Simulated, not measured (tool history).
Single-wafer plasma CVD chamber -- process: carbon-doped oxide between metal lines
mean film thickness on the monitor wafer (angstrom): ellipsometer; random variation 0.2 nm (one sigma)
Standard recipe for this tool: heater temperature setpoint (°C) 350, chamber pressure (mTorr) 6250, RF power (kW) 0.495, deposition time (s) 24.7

run   hour  heater temperature setpoint (°C)  chamber pressure (mTorr)  RF power (kW)  deposition time (s)  wafers since the last listed run  hours since the last thermocouple change  hours since the last RF generator calibration  hours since the last manometer calibration  hours since the showerhead was replaced  hours since the gauge calibration  read-back reference wafer on the same gauge, thickness_nm  mean film thickness on the monitor wafer (angstrom)
  1    0.0                               350                      6250          0.495                 24.7                                 0                                     816.1                                         1741.8                                      2358.5                                   6514.0                              159.3                                                    117.080                                              1225.84
  2   11.9                               350                      6250          0.495                 24.7                               225                                     828.0                                         1753.7                                      2370.4                                   6525.9                              171.2                                                    117.027                                              1224.63
  3   64.9                               350                      6250          0.495                 24.7                              1002                                     881.0                                         1806.7                                      2423.4                                   6578.9                              224.2                                                    117.043                                              1224.70
      88.5  -- RF generator calibrated
  4  109.6                               350                      6250          0.495                 24.7                               693                                     925.7                                           21.1                                      2468.1                                   6623.6                              268.9                                                    117.001                                              1299.54
     118.0  -- thermocouple changed; heater temperature recalibrated
     119.5  -- gauge calibrated
     126.2  -- showerhead replaced
  5  126.7                               350                      6250          0.495                 24.7                                20                                       8.7                                           38.2                                      2485.2                                      0.5                                7.2                                                    117.042                                              1298.81
  6  131.7                               350                      6250          0.495                 24.7                                94                                      13.7                                           43.2                                      2490.2                                      5.5                               12.2                                                    117.048                                              1296.59
  7  144.5                               350                      6250          0.495                 24.7                               242                                      26.5                                           56.0                                      2503.0                                     18.3                               25.0                                                    117.055                                              1297.72
     161.9  -- capacitance manometer re-zeroed and calibrated
  8  162.4                               350                      6250          0.495                 24.7                               187                                      44.4                                           73.9                                         0.5                                     36.2                               42.9                                                    116.956                                              1294.34
  9  173.9                               350                      6250          0.495                 24.7                               217                                      55.9                                           85.4                                        12.0                                     47.7                               54.4                                                    116.966                                              1292.91
 10  189.2                               350                      6250          0.495                 28.0                               289                                      71.2                                          100.7                                        27.3                                     63.0                               69.7                                                    116.993                                              1460.85
 11  197.0                               365                      6250          0.525                 29.2                               147                                      79.0                                          108.5                                        35.1                                     70.8                               77.5                                                    116.977                                              1533.78
 12  212.3                               350                      5640          0.405                 24.7                               289                                      94.3                                          123.8                                        50.4                                     86.1                               92.8                                                    117.045                                              1060.89
 13  226.2                               350                      6250          0.495                 23.3                               262                                     108.2                                          137.7                                        64.3                                    100.0                              106.7                                                    116.988                                              1218.20
 14  238.7                               346                      7050          0.465                 24.7                               236                                     120.7                                          150.2                                        76.8                                    112.5                              119.2                                                    117.014                                              1254.82
 15  250.5                               342                      4720          0.495                 23.0                               223                                     132.5                                          162.0                                        88.6                                    124.3                              131.0                                                    116.938                                              1153.45

Each row is a separate what-if for the run after 15, all from the same tool condition, not one after another. Results?
  A  250.9                               350                      6250          0.495                 22.9                                 7                                     132.9                                          162.4                                        89.0                                    124.7                              131.4                                                          ?                                                    ?
  B  250.9                               350                      4770          0.445                 19.9                                 7                                     132.9                                          162.4                                        89.0                                    124.7                              131.4                                                          ?                                                    ?
  C  250.9                               339                      6250          0.410                 22.5                                 7                                     132.9                                          162.4                                        89.0                                    124.7                              131.4                                                          ?                                                    ?

run  read-back reference wafer on the same gauge, thickness_nm  mean film thickness on the monitor wafer (angstrom)
  A                                                    117.037                                              1194.51
  B                                                    117.037                                               896.85
  C                                                    117.037                                              1027.83
What these runs would have given with no unlogged condition in the tool:
run  mean film thickness on the monitor wafer (angstrom)
  A                                              1223.45
  B                                               922.03
  C                                              1057.17

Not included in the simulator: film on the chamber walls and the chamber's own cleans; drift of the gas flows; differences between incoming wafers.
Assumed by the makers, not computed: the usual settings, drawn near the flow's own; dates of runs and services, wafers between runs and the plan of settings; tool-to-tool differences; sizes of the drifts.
